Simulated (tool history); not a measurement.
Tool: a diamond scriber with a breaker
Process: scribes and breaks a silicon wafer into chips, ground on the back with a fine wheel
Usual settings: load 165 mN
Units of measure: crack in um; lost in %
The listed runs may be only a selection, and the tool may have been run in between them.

run    hour  load  wafers since the last listed run  hours since the diamond tip was replaced  hours since the load on the tip was calibrated  incoming depth of the damage left on the back of the incoming wafer, um  crack   lost
  1       0   187                                 0                                     189.8                                             450                                                                      2.1   8.74   10.3
  2      20   165                                97                                     209.8                                             470                                                                      2.5   8.15   5.79
  3    47.9   165                               136                                     237.7                                           497.9                                                                      2.6   8.38   6.99
  4    83.4   140                               173                                     273.2                                           533.4                                                                     1.75    7.3   2.77
  5   101.5   140                                88                                     291.3                                           551.5                                                                     1.73   7.45   2.55
      112.6  -- load on the tip recalibrated
  6   139.9   165                               177                                     329.7                                            27.3                                                                     1.94   7.38    3.1
  7   171.1   165                               152                                     360.9                                            58.5                                                                     2.43   7.47   4.45
  8   193.6   165                               109                                     383.4                                              81                                                                      2.7   7.35   5.49
  9   212.4   201                                91                                     402.2                                            99.8                                                                     2.45   8.57   8.77
 10   246.7   165                               167                                     436.5                                           134.1                                                                     2.19    7.5   3.56
 11   275.8   165                               142                                     465.6                                           163.2                                                                     1.91   7.56      3
 12   289.6   165                                67                                     479.4                                             177                                                                     1.72   7.45   2.47
 13     311   205                               104                                     500.8                                           198.4                                                                     1.51   8.63   9.56
 14   332.9   205                               106                                     522.7                                           220.3                                                                     1.52   8.84    9.9
 15   345.2   165                                60                                       535                                           232.6                                                                     2.03   7.65   3.02
 16   366.3   165                               103                                     556.1                                           253.7                                                                     2.03   7.74   3.65
 17   379.9   165                                66                                     569.7                                           267.3                                                                     1.51   7.62   2.57
 18   405.1   165                               123                                     594.9                                           292.5                                                                     2.12   7.75   3.45
 19   428.9   120                               116                                     618.7                                           316.3                                                                     2.86   6.19  22.55
 20   463.5   165                               169                                     653.3                                           350.9                                                                     2.96   7.93    6.2
 21   481.9   116                                89                                     671.7                                           369.3                                                                     2.36   6.14  16.53
 22   502.9   142                               102                                     692.7                                           390.3                                                                      1.9   7.09   4.17
      508.7  -- diamond tip replaced by a new one
 23   567.2   178                               304                                      58.5                                           454.6                                                                     1.55   8.69   7.41
 24   590.3   190                               112                                      81.6                                           477.7                                                                     2.09   9.01  14.37
 25   603.5   148                                64                                      94.8                                           490.9                                                                     2.48   7.56    4.6
 26   622.2   131                                91                                     113.5                                           509.6                                                                     1.74   6.86   4.55
      642.3  -- load on the tip recalibrated
 27   644.7   124                               100                                       136                                             2.4                                                                     2.09   6.14  17.49
 28   672.5   204                               135                                     163.8                                            30.2                                                                      2.8   8.87  10.19
 29   689.4   183                                82                                     180.7                                            47.1                                                                     1.62   8.16   4.55
 30   702.9   165                                65                                     194.2                                            60.6                                                                     1.65   7.37   2.32
 31   735.6   165                               159                                     226.9                                            93.3                                                                     2.45   7.57   4.95
 32   750.8   136                                74                                     242.1                                           108.5                                                                     1.56   6.68   7.88
 33   776.6   165                               126                                     267.9                                           134.3                                                                     1.72   7.72   2.58
 34   806.9   123                               148                                     298.2                                           164.6                                                                     1.87   5.97  16.32
 35   895.1   165                               430                                     386.4                                           252.8                                                                        2    7.6   3.31
 36   911.6   194                                80                                     402.9                                           269.3                                                                     2.83   8.71  12.76
 37   929.7   165                                88                                       421                                           287.4                                                                     2.87   7.72   6.41
 38   953.5   188                               116                                     444.8                                           311.2                                                                     2.69   8.44  10.09
 39   974.7   211                               103                                       466                                           332.4                                                                     1.73    9.3  16.99
 40   995.4   165                               101                                     486.7                                           353.1                                                                     2.57   7.74    5.3
 41  1010.8   125                                75                                     502.1                                           368.5                                                                     2.01   6.58  10.92
 42  1041.4   165                               149                                     532.7                                           399.1                                                                     1.81   7.96   4.07
 43  1059.2   199                                86                                     550.5                                           416.9                                                                     1.84    9.3  13.53

What was the tool's hidden state at every run in the log?
share of the diamond tip's cutting effectiveness lost through wear, %: 0, the same for each run
H1: deviation of the load on the tip from its setpoint, %
run      H1
  1    10.2
  2    11.3
  3      13
  4    15.3
  5    16.5
  6  -0.741
  7  -0.576
  8  -0.381
  9   -0.17
 10   0.327
 11   0.864
 12    1.16
 13    1.65
 14    2.22
 15    2.57
 16     3.2
 17    3.64
 18    4.52
 19    5.42
 20    6.85
 21    7.67
 22    8.66
 23      12
 24    13.4
 25    14.2
 26    15.3
 27    0.23
 28   0.286
 29   0.367
 30   0.457
 31    0.77
 32    0.96
 33    1.35
 34    1.91
 35    4.19
 36    4.73
 37    5.35
 38    6.24
 39    7.09
 40    7.97
 41    8.66
 42    10.1
 43      11
